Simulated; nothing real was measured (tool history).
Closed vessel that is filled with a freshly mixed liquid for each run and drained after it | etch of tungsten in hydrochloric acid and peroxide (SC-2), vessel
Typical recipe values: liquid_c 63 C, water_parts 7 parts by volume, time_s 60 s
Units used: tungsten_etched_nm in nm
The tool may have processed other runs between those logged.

run	day	liquid_c	water_parts	time_s	wafers since the last listed run	hours since the thermometer was replaced	hours since the chemicals flow meter was replaced	hours since the drum of peroxide was connected	hours since the gauge calibration	read-back film thickness of the tungsten reference wafer, read on the same gauge (nm)	tungsten_etched_nm
1	0	63	4.5	60	0	1475.7	605.8	316	572.4	110	53.78
2	4.196	70.5	9.5	60	13062	1576.4	706.5	416.7	673.1	110.01	47.24
# day 5.325: gauge calibrated
3	15.142	63	7	60	34076	1839.1	969.2	679.4	235.6	110.01	37.93
4	16.842	63	7	60	5292	1879.9	1010	720.2	276.4	110.01	37.68
5	19.808	63	7	60	9235	1951.1	1081.2	791.4	347.6	109.98	37.8
6	22.246	63	9	60	7588	2009.6	1139.7	849.9	406.1	110	30.37
7	25.204	63	9	60	9209	2080.6	1210.7	920.9	477.1	109.98	30.45
# day 27.367: thermometer replaced
8	32.117	63	4.5	60	21390	114	1376.6	1086.8	643	109.98	51.08
# day 34.65: new drum of peroxide connected
9	36.05	60	6	80	12115	208.4	1471	33.6	737.4	110.01	48.42
# day 36.242: chemicals flow meter replaced
# day 37.896: gauge calibrated
10	38.888	63	10	45	8704	276.5	63.5	101.7	23.8	110.01	21.89
11	42.779	53.5	7	70	12115	369.9	156.9	195.1	117.2	110	24.91
12	44.771	60.5	8.5	60	6200	417.7	204.7	242.9	165	109.98	28.55
13	47.1	69	7	60	7251	473.6	260.6	298.8	220.9	109.99	55.24
14	50.104	68.5	5.5	40	9352	545.7	332.7	370.9	293	110.02	43.04

Here are 4 independent what-if runs from the current tool condition. What would each one return?
A	50.133	63	7	60	90	546.4	333.4	371.6	293.7	?	?
B	50.133	63	5.5	60	90	546.4	333.4	371.6	293.7	?	?
C	50.133	53.5	9	60	90	546.4	333.4	371.6	293.7	?	?
D	50.133	55.5	7	60	90	546.4	333.4	371.6	293.7	?	?

run	read-back film thickness of the tungsten reference wafer, read on the same gauge (nm)	tungsten_etched_nm
A	110.01	38.43
B	110.01	46.15
C	110.01	17.21
D	110.01	23.96
Had the tool no hidden state, the same runs would have come out as:
run	tungsten_etched_nm
A	39.36
B	47.23
C	17.63
D	24.53

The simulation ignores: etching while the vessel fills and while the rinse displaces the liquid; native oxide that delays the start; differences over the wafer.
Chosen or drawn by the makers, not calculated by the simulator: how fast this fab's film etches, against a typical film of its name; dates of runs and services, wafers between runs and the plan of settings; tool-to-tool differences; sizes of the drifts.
